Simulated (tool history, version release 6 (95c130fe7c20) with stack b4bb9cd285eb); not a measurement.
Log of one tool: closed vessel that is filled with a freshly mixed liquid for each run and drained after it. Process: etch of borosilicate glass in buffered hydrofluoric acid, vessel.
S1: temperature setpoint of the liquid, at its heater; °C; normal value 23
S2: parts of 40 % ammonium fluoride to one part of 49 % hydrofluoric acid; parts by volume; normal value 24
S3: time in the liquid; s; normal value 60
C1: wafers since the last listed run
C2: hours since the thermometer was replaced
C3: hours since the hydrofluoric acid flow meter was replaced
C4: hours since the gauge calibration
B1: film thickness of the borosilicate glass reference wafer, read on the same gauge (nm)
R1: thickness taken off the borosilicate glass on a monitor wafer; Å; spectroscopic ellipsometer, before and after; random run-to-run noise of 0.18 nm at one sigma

run	hour	S1	S2	S3	C1	C2	C3	C4	B1	R1
1	0	23	24	60	0	1086.3	954.1	3067.1	40.02	328.9
2	87.4	23	24	60	10858	1173.7	1041.5	3154.5	40.02	333.6
3	158.2	23	30	60	8796	1244.5	1112.3	3225.3	39.99	278.9
4	240	23	30	60	10162	1326.3	1194.1	3307.1	40.02	279.4
5	303.3	23	24	60	7864	1389.6	1257.4	3370.4	40	328
6	350.5	23	24	60	5864	1436.8	1304.6	3417.6	39.99	329.5
# hour 393.8: gauge calibrated
7	451.7	23	24	60	12573	1538	1405.8	57.9	39.99	330.3
8	549.2	23	24	60	12113	1635.5	1503.3	155.4	40.01	329.2
9	593	25	29.5	40	5441	1679.3	1547.1	199.2	39.99	211
# hour 668.6: thermometer replaced
10	685.7	27.5	15	85	11392	17.1	1639.8	291.9	40	901.6
11	773.9	23	24	60	10958	105.3	1728	380.1	39.99	327.5
12	843.9	25	20	90	8696	175.3	1798	450.1	40.01	616.3
13	908	18	30	75	7963	239.4	1862.1	514.2	40	266.6
14	998.9	24.5	24	60	11293	330.3	1953	605.1	39.99	358.1
15	1088.6	27.5	15.5	95	11144	420	2042.7	694.8	39.99	977.8
16	1163.8	23	24	60	9342	495.2	2117.9	770	40	328.7
# hour 1308.4: hydrofluoric acid flow meter replaced
17	1331.6	23	24	60	20723	663	23.2	937.8	40	326.7
18	1429.6	23	24	60	12175	761	121.2	1035.8	40	328.7
19	1511.3	25.5	24	70	10150	842.7	202.9	1117.5	39.99	439.5
20	1581.9	23	24	60	8771	913.3	273.5	1188.1	39.99	327.6
21	1617.9	23	24	60	4472	949.3	309.5	1224.1	40.02	329.1
22	1695.8	21.5	28.5	60	9678	1027.2	387.4	1302	40	269.8
23	1742.2	25	14.5	30	5764	1073.6	433.8	1348.4	40.01	288.7
24	1811.4	23	15.5	60	8597	1142.8	503	1417.6	40.01	480.5
25	1881.4	20.5	28	30	8696	1212.8	573	1487.6	40.02	128.5
26	1918.9	23	24	60	4659	1250.3	610.5	1525.1	40	333.4
27	2002.8	25.5	24	75	10423	1334.2	694.4	1609	40	467.6
28	2077.9	25.5	20.5	70	9330	1409.3	769.5	1684.1	39.99	487.5

The next listed run, before its measurement:
29	2168.5	25.5	19	60	11256	1499.9	860.1	1774.7	?	?

B1: 40.02
R1: 448.5 Å
Had the tool carried no hidden state, the very same run would have given R1 448.5 Å.
